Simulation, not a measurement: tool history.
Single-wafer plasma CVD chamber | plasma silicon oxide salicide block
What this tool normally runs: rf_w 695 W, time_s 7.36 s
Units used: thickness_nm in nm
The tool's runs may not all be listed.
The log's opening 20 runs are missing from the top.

run,hour,rf_w,time_s,"read-back reference wafer on the same gauge, thickness_nm",thickness_nm
21,230.9,695,7.36,82.853,70.885
# hour 242.5: RF generator calibrated
22,243.0,630,6.47,82.912,60.090
23,249.1,785,8.26,82.868,81.054
24,257.8,695,7.36,82.928,69.867
25,270.4,770,8.61,82.866,84.052
26,277.6,610,7.77,82.902,71.693
27,291.4,695,7.36,82.963,69.835
28,298.5,620,8.70,82.876,80.361
# hour 317.4: RF generator calibrated, repeated, since the last time left the tool worse
29,317.9,570,8.82,82.948,82.075
30,326.6,695,7.36,82.902,72.208
31,333.9,745,8.63,82.894,85.915
32,349.9,620,5.99,82.908,56.805
33,365.5,695,6.75,82.846,65.842
34,371.6,575,7.95,82.950,73.905
35,381.8,695,6.70,82.935,65.491
36,388.5,695,7.36,82.954,71.864

3 options for the next run, each taken on its own from the tool as it stands now. Forecast them:
A,388.9,695,7.36,?,?
B,388.9,825,8.07,?,?
C,388.9,695,6.43,?,?

run,"read-back reference wafer on the same gauge, thickness_nm",thickness_nm
A,82.964,71.831
B,82.964,82.374
C,82.964,62.755
Stripped of hidden state, with their random variation kept, the same runs would have yielded:
run,thickness_nm
A,71.876
B,82.426
C,62.794

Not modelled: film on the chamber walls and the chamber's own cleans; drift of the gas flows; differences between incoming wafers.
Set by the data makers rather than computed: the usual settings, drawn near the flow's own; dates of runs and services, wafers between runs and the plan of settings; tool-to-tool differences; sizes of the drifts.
